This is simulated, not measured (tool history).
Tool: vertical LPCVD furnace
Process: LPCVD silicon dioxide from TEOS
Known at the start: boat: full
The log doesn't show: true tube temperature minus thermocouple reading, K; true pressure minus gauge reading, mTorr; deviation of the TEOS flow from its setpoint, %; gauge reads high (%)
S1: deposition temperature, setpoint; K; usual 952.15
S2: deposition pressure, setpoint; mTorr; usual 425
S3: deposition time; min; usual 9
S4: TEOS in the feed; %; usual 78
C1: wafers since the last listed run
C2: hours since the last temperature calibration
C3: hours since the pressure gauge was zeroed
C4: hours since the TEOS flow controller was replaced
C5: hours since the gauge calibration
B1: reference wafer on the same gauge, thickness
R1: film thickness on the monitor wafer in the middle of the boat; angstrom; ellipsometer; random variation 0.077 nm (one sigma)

run	hour	S1	S2	S3	S4	C1	C2	C3	C4	C5	B1	R1
1	0	946.15	425	11.5	78	0	2047.9	4246.4	5263.1	591.3	47.39	595.9
2	15.3	952.15	350	9	78	269	2063.2	4261.7	5278.4	606.6	47.38	490.6
3	23.5	952.15	425	9	89	144	2071.4	4269.9	5286.6	614.8	47.41	577.5
4	35.3	952.15	425	9	89	207	2083.2	4281.7	5298.4	626.6	47.41	576.7
# hour 64.3: thermocouples replaced and temperature profile calibrated
5	64.8	959.15	425	9	78	96	0.5	4311.2	5327.9	656.1	47.39	607.3
6	68.1	959.15	425	9	78	58	3.8	4314.5	5331.2	659.4	47.4	610.8
7	81.1	959.15	425	9	78	229	16.8	4327.5	5344.2	672.4	47.38	609.3
8	98	952.15	380	11	64	297	33.7	4344.4	5361.1	689.3	47.41	538.3
9	104.9	952.15	425	9	78	121	40.6	4351.3	5368	696.2	47.42	515.5
10	119.3	952.15	425	9	78	253	55	4365.7	5382.4	710.6	47.39	514.9
11	126	952.15	425	9	78	118	61.7	4372.4	5389.1	717.3	47.4	514.2
12	136.5	952.15	325	9	78	185	72.2	4382.9	5399.6	727.8	47.41	450.6
13	144.3	952.15	425	9	78	137	80	4390.7	5407.4	735.6	47.41	515.1
# hour 154.4: gauge calibrated
14	154.8	952.15	425	9	78	185	90.5	4401.2	5417.9	0.4	47.41	514.1
15	171	952.15	390	9	84	285	106.7	4417.4	5434.1	16.6	47.39	512
16	181.6	946.15	425	9	91	186	117.3	4428	5444.7	27.2	47.4	480.9
# hour 210.6: pressure gauge zeroed
# hour 217.4: TEOS flow controller replaced
17	217.9	952.15	425	7.5	92	96	153.6	7.3	0.5	63.5	47.4	467.4
18	221.2	945.15	480	9	93	58	156.9	10.6	3.8	66.8	47.4	504.4
19	224.4	952.15	425	9	78	56	160.1	13.8	7	70	47.37	515.8

Run 20 comes next. What will it give?
20	233.6	961.15	425	9	72	162	169.3	23	16.2	79.2	?	?

{"run 20": {"B1": 47.4, "R1": 615.9}}
Without the tool's hidden state the same run would have given R1 613.6 angstrom.

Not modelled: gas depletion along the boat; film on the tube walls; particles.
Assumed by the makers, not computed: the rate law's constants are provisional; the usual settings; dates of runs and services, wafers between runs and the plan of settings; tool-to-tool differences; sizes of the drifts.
